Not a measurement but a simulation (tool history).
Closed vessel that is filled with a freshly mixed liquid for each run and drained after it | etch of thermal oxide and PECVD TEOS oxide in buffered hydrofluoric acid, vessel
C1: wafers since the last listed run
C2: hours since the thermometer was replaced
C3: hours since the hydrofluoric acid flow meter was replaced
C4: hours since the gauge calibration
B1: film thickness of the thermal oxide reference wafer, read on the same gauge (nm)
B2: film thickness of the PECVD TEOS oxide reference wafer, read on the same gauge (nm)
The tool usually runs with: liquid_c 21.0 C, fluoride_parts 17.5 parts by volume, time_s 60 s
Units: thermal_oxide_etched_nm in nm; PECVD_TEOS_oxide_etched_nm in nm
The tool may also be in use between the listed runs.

run 1 hour=0.0 | liquid_c=21.0 fluoride_parts=17.5 time_s=60 | C1=0 C2=1861.2 C3=1046.8 C4=2229.1 | B1=110.01 B2=60.00 | thermal_oxide_etched_nm=36.39 PECVD_TEOS_oxide_etched_nm=41.52
run 2 hour=64.2 | liquid_c=21.0 fluoride_parts=17.5 time_s=60 | C1=5320 C2=1925.4 C3=1111.0 C4=2293.3 | B1=110.06 B2=60.00 | thermal_oxide_etched_nm=36.99 PECVD_TEOS_oxide_etched_nm=41.76
-- hour=69.4 thermometer replaced
run 3 hour=92.6 | liquid_c=21.0 fluoride_parts=17.5 time_s=60 | C1=2270 C2=23.2 C3=1139.4 C4=2321.7 | B1=110.04 B2=60.02 | thermal_oxide_etched_nm=34.04 PECVD_TEOS_oxide_etched_nm=38.90
run 4 hour=116.7 | liquid_c=21.0 fluoride_parts=14.5 time_s=70 | C1=1997 C2=47.3 C3=1163.5 C4=2345.8 | B1=109.99 B2=60.02 | thermal_oxide_etched_nm=48.93 PECVD_TEOS_oxide_etched_nm=54.67
-- hour=154.6 gauge calibrated
run 5 hour=158.5 | liquid_c=21.0 fluoride_parts=17.5 time_s=60 | C1=3464 C2=89.1 C3=1205.3 C4=3.9 | B1=109.93 B2=60.00 | thermal_oxide_etched_nm=34.59 PECVD_TEOS_oxide_etched_nm=39.04
run 6 hour=188.1 | liquid_c=17.5 fluoride_parts=20.5 time_s=75 | C1=2453 C2=118.7 C3=1234.9 C4=33.5 | B1=109.96 B2=59.98 | thermal_oxide_etched_nm=30.49 PECVD_TEOS_oxide_etched_nm=34.90
run 7 hour=236.1 | liquid_c=21.0 fluoride_parts=17.5 time_s=60 | C1=3977 C2=166.7 C3=1282.9 C4=81.5 | B1=110.00 B2=60.00 | thermal_oxide_etched_nm=34.51 PECVD_TEOS_oxide_etched_nm=39.15
run 8 hour=263.6 | liquid_c=18.5 fluoride_parts=15.0 time_s=35 | C1=2279 C2=194.2 C3=1310.4 C4=109.0 | B1=109.95 B2=60.00 | thermal_oxide_etched_nm=20.32 PECVD_TEOS_oxide_etched_nm=23.05
run 9 hour=303.3 | liquid_c=21.0 fluoride_parts=17.5 time_s=60 | C1=3290 C2=233.9 C3=1350.1 C4=148.7 | B1=110.01 B2=59.97 | thermal_oxide_etched_nm=34.80 PECVD_TEOS_oxide_etched_nm=39.10
run 10 hour=330.7 | liquid_c=22.5 fluoride_parts=24.5 time_s=60 | C1=2270 C2=261.3 C3=1377.5 C4=176.1 | B1=110.00 B2=59.97 | thermal_oxide_etched_nm=29.02 PECVD_TEOS_oxide_etched_nm=32.63
run 11 hour=372.3 | liquid_c=17.5 fluoride_parts=19.5 time_s=90 | C1=3447 C2=302.9 C3=1419.1 C4=217.7 | B1=110.01 B2=59.96 | thermal_oxide_etched_nm=38.12 PECVD_TEOS_oxide_etched_nm=43.45
run 12 hour=441.9 | liquid_c=21.0 fluoride_parts=12.0 time_s=60 | C1=5767 C2=372.5 C3=1488.7 C4=287.3 | B1=109.99 B2=60.04 | thermal_oxide_etched_nm=50.22 PECVD_TEOS_oxide_etched_nm=57.08
run 13 hour=489.5 | liquid_c=21.0 fluoride_parts=17.5 time_s=75 | C1=3944 C2=420.1 C3=1536.3 C4=334.9 | B1=109.96 B2=60.03 | thermal_oxide_etched_nm=43.66 PECVD_TEOS_oxide_etched_nm=49.73
run 14 hour=527.2 | liquid_c=23.5 fluoride_parts=21.0 time_s=90 | C1=3124 C2=457.8 C3=1574.0 C4=372.6 | B1=110.03 B2=59.95 | thermal_oxide_etched_nm=50.64 PECVD_TEOS_oxide_etched_nm=57.99
run 15 hour=561.7 | liquid_c=26.0 fluoride_parts=15.0 time_s=90 | C1=2859 C2=492.3 C3=1608.5 C4=407.1 | B1=110.00 B2=59.99 | thermal_oxide_etched_nm=80.63 PECVD_TEOS_oxide_etched_nm=90.78
run 16 hour=630.7 | liquid_c=21.0 fluoride_parts=19.5 time_s=60 | C1=5718 C2=561.3 C3=1677.5 C4=476.1 | B1=110.00 B2=60.01 | thermal_oxide_etched_nm=31.74 PECVD_TEOS_oxide_etched_nm=35.79
run 17 hour=663.8 | liquid_c=17.5 fluoride_parts=13.0 time_s=70 | C1=2743 C2=594.4 C3=1710.6 C4=509.2 | B1=110.02 B2=60.03 | thermal_oxide_etched_nm=45.07 PECVD_TEOS_oxide_etched_nm=51.42
run 18 hour=725.5 | liquid_c=21.0 fluoride_parts=17.5 time_s=60 | C1=5113 C2=656.1 C3=1772.3 C4=570.9 | B1=109.99 B2=59.97 | thermal_oxide_etched_nm=35.18 PECVD_TEOS_oxide_etched_nm=40.20
run 19 hour=770.3 | liquid_c=18.5 fluoride_parts=17.5 time_s=60 | C1=3712 C2=700.9 C3=1817.1 C4=615.7 | B1=110.03 B2=60.02 | thermal_oxide_etched_nm=30.78 PECVD_TEOS_oxide_etched_nm=35.00
run 20 hour=794.4 | liquid_c=21.0 fluoride_parts=13.0 time_s=85 | C1=1997 C2=725.0 C3=1841.2 C4=639.8 | B1=110.05 B2=60.03 | thermal_oxide_etched_nm=67.37 PECVD_TEOS_oxide_etched_nm=75.98
-- hour=881.1 hydrofluoric acid flow meter replaced
run 21 hour=930.2 | liquid_c=18.5 fluoride_parts=13.5 time_s=60 | C1=11171 C2=860.8 C3=49.1 C4=775.6 | B1=110.02 B2=59.97 | thermal_oxide_etched_nm=40.46 PECVD_TEOS_oxide_etched_nm=44.99
run 22 hour=1106.7 | liquid_c=21.0 fluoride_parts=23.5 time_s=40 | C1=14627 C2=1037.3 C3=225.6 C4=952.1 | B1=110.06 B2=60.01 | thermal_oxide_etched_nm=18.73 PECVD_TEOS_oxide_etched_nm=21.34
run 23 hour=1141.0 | liquid_c=21.0 fluoride_parts=17.5 time_s=60 | C1=2842 C2=1071.6 C3=259.9 C4=986.4 | B1=110.00 B2=59.99 | thermal_oxide_etched_nm=36.10 PECVD_TEOS_oxide_etched_nm=40.71
run 24 hour=1176.4 | liquid_c=25.5 fluoride_parts=17.5 time_s=60 | C1=2933 C2=1107.0 C3=295.3 C4=1021.8 | B1=109.98 B2=59.97 | thermal_oxide_etched_nm=46.12 PECVD_TEOS_oxide_etched_nm=52.15
run 25 hour=1285.4 | liquid_c=21.0 fluoride_parts=17.5 time_s=60 | C1=9033 C2=1216.0 C3=404.3 C4=1130.8 | B1=110.06 B2=60.00 | thermal_oxide_etched_nm=35.83 PECVD_TEOS_oxide_etched_nm=40.54
run 26 hour=1352.0 | liquid_c=21.0 fluoride_parts=13.0 time_s=60 | C1=5519 C2=1282.6 C3=470.9 C4=1197.4 | B1=109.99 B2=59.99 | thermal_oxide_etched_nm=48.26 PECVD_TEOS_oxide_etched_nm=54.60

Predict each of these 4 candidate next runs independently; none follows another, all start after run 26:
run A hour=1352.7 | liquid_c=21.0 fluoride_parts=11.5 time_s=60 | C1=58 C2=1283.3 C3=471.6 C4=1198.1 | B1=? B2=? | thermal_oxide_etched_nm=? PECVD_TEOS_oxide_etched_nm=?
run B hour=1352.7 | liquid_c=21.0 fluoride_parts=23.5 time_s=60 | C1=58 C2=1283.3 C3=471.6 C4=1198.1 | B1=? B2=? | thermal_oxide_etched_nm=? PECVD_TEOS_oxide_etched_nm=?
run C hour=1352.7 | liquid_c=24.5 fluoride_parts=22.5 time_s=30 | C1=58 C2=1283.3 C3=471.6 C4=1198.1 | B1=? B2=? | thermal_oxide_etched_nm=? PECVD_TEOS_oxide_etched_nm=?
run D hour=1352.7 | liquid_c=19.5 fluoride_parts=17.5 time_s=90 | C1=58 C2=1283.3 C3=471.6 C4=1198.1 | B1=? B2=? | thermal_oxide_etched_nm=? PECVD_TEOS_oxide_etched_nm=?

run=A B1=110.02 B2=60.02 thermal_oxide_etched_nm=54.81 PECVD_TEOS_oxide_etched_nm=62.23
run=B B1=110.02 B2=60.02 thermal_oxide_etched_nm=28.47 PECVD_TEOS_oxide_etched_nm=32.32
run=C B1=110.02 B2=60.02 thermal_oxide_etched_nm=17.77 PECVD_TEOS_oxide_etched_nm=20.18
run=D B1=110.02 B2=60.02 thermal_oxide_etched_nm=50.09 PECVD_TEOS_oxide_etched_nm=56.87
With the hidden condition removed and each run's random variation left untouched, the same runs would have given:
run=A thermal_oxide_etched_nm=51.09 PECVD_TEOS_oxide_etched_nm=58.00
run=B thermal_oxide_etched_nm=26.53 PECVD_TEOS_oxide_etched_nm=30.12
run=C thermal_oxide_etched_nm=16.58 PECVD_TEOS_oxide_etched_nm=18.83
run=D thermal_oxide_etched_nm=46.65 PECVD_TEOS_oxide_etched_nm=52.96
